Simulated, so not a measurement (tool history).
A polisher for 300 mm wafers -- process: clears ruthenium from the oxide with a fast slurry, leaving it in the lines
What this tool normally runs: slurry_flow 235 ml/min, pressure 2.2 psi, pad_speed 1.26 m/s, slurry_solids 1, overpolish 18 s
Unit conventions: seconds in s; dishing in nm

run   hour  slurry_flow  pressure  pad_speed  slurry_solids  overpolish  wafers since the last listed run  wafers polished on this pad  hours since the slurry nozzle was cleaned  hours since the head pressure was calibrated  hours since the slurry blender was calibrated  incoming thickness of the incoming film, nm  seconds  dishing
  1      0          235       2.2       1.26              1          25                                 0                          378                                      568.7                                        1113.7                                          108.3                                        255.6     74.2     48.3
  2    9.6          235       2.2       1.26              1          25                                85                          464                                      578.3                                        1123.3                                          117.9                                        259.8     77.6     49.6
  3   20.7          220       2.2       1.26              1          18                                98                          563                                      589.4                                        1134.4                                            129                                        261.3       78     39.7
  4   38.3          235       2.2       1.26              1          18                               156                          719                                        607                                          1152                                          146.6                                        260.8     78.7     39.1
      45.2  -- slurry nozzle cleaned
      52.5  -- slurry blender recalibrated
  5     53          235       2.2       1.26              1          18                               104                          823                                        7.8                                        1166.7                                            0.5                                        256.7     71.7     41.1
      63.9  -- worn pad replaced by a new one
  6     70          235       2.2       1.26              1          18                               115                           54                                       24.8                                        1183.7                                           17.5                                        260.1       73     40.2
  7   87.7          235       2.2       1.26              1          18                               157                          211                                       42.5                                        1201.4                                           35.2                                        259.4     72.5     41.5
  8  132.2          235       1.8       1.42              1          18                               395                          607                                         87                                        1245.9                                           79.7                                        258.4     80.8     38.9
  9  147.3          235       2.2        0.9              1          23                               134                          741                                      102.1                                          1261                                           94.8                                          258     95.5     40.1
 10  159.4          165       2.2       1.26              1          23                               107                          849                                      114.2                                        1273.1                                          106.9                                        260.6     78.6     45.9
 11  173.7          170       2.9       1.26           0.75          18                               127                          976                                      128.5                                        1287.4                                          121.2                                        258.8     74.8     40.6
     179.4  -- worn pad replaced by a new one
 12  180.8          235       2.2        0.9              1          23                                27                           12                                      135.6                                        1294.5                                          128.3                                        260.6    103.5     39.1
 13  190.1          235       2.2       1.26            1.1          18                                82                           95                                      144.9                                        1303.8                                          137.6                                        261.5     72.2     40.3
     197.4  -- head pressure recalibrated
 14  207.3          265       2.2       1.26              1          26                               135                          230                                      162.1                                           9.9                                          154.8                                        263.3     79.6     48.4
 15  223.5          235       2.2       1.26              1           9                               144                          374                                      178.3                                          26.1                                            171                                        257.1     81.2     22.6
 16    238          235       2.2       1.26            0.8           9                               128                          503                                      192.8                                          40.6                                          185.5                                        260.1     98.7     19.2

The next listed run, before its measurement:
     247.7  -- slurry blender recalibrated
 17  250.5          235       2.2       1.26              1          18                                93                          597                                      205.3                                          53.1                                            2.8                                        258.9        ?        ?

seconds: 75.7 s
dishing: 41.3 nm
Take away the tool's hidden state, keep the run-to-run variation as it was, and the same run would have given seconds 75.1 s, dishing 41.6 nm.

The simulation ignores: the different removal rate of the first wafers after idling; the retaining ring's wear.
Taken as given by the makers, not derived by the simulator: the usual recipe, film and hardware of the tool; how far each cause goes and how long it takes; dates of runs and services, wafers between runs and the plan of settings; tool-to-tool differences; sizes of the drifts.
